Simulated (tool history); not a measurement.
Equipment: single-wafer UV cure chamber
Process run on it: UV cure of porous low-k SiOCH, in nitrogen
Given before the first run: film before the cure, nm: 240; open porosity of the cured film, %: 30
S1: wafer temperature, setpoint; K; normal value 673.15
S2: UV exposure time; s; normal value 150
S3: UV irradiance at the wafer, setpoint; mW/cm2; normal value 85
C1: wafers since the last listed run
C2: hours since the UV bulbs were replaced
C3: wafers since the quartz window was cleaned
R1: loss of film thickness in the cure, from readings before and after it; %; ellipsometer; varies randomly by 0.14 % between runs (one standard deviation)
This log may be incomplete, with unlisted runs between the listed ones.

run	day	S1	S2	S3	C1	C2	C3	R1
1	0	673.15	150	85	0	2980.6	2191	11.902
2	1.442	673.15	150	85	242	3015.2	2433	11.504
3	1.833	673.15	150	85	65	3024.6	2499	11.609
4	2.242	673.15	150	85	68	3034.4	2568	11.638
5	2.558	673.15	150	85	53	3042	2621	11.729
6	3.188	664.15	185	85	105	3057.1	2726	12.618
7	3.558	664.15	185	85	62	3066	2789	12.516
8	3.838	664.15	185	85	46	3072.7	2836	12.707
# day 4.617: UV bulbs replaced
9	4.638	673.15	170	110	78	0.5	2914	13.631
10	4.654	673.15	150	85	2	0.9	2917	11.544
11	5.158	673.15	150	85	84	13	3001	11.566
12	5.825	673.15	150	85	111	29	3113	11.709
13	6.804	673.15	150	85	164	52.5	3278	11.625
14	7.142	673.15	230	50	56	60.6	3334	11.467
15	7.479	673.15	150	66	56	68.7	3391	10.346
16	7.796	673.15	150	85	53	76.3	3444	11.711
# day 8.3: quartz window cleaned
17	8.321	688.15	195	61	32	88.9	3	11.405
18	8.612	660.15	65	118	48	95.9	52	8.826
19	8.9	680.15	150	85	48	102.8	101	11.769
20	9.638	662.15	85	85	123	120.5	224	8.703
21	11.746	663.15	235	85	353	171.1	578	13.482
22	12.342	655.15	150	85	100	185.4	678	11.398
23	12.675	673.15	150	85	55	193.4	734	11.871
24	13.312	660.15	115	52	107	208.7	841	7.772
25	13.604	673.15	85	98	48	215.7	890	9.869
26	13.908	682.15	110	65	51	223	941	9.041
27	14.321	687.15	150	85	69	232.9	1011	11.955

Branching from run 27: 5 alternative next runs. What would each branch give?
A	14.342	673.15	150	85	3	233.4	1014	?
B	14.342	665.15	230	70	3	233.4	1014	?
C	14.342	688.15	185	46	3	233.4	1014	?
D	14.342	680.15	235	71	3	233.4	1014	?
E	14.342	659.15	70	85	3	233.4	1014	?

run	R1
A	11.456
B	12.461
C	9.761
D	12.93
E	7.55
Had the tool no hidden state, the same runs would have come out as:
run	R1
A	11.456
B	12.461
C	9.761
D	12.93
E	7.55
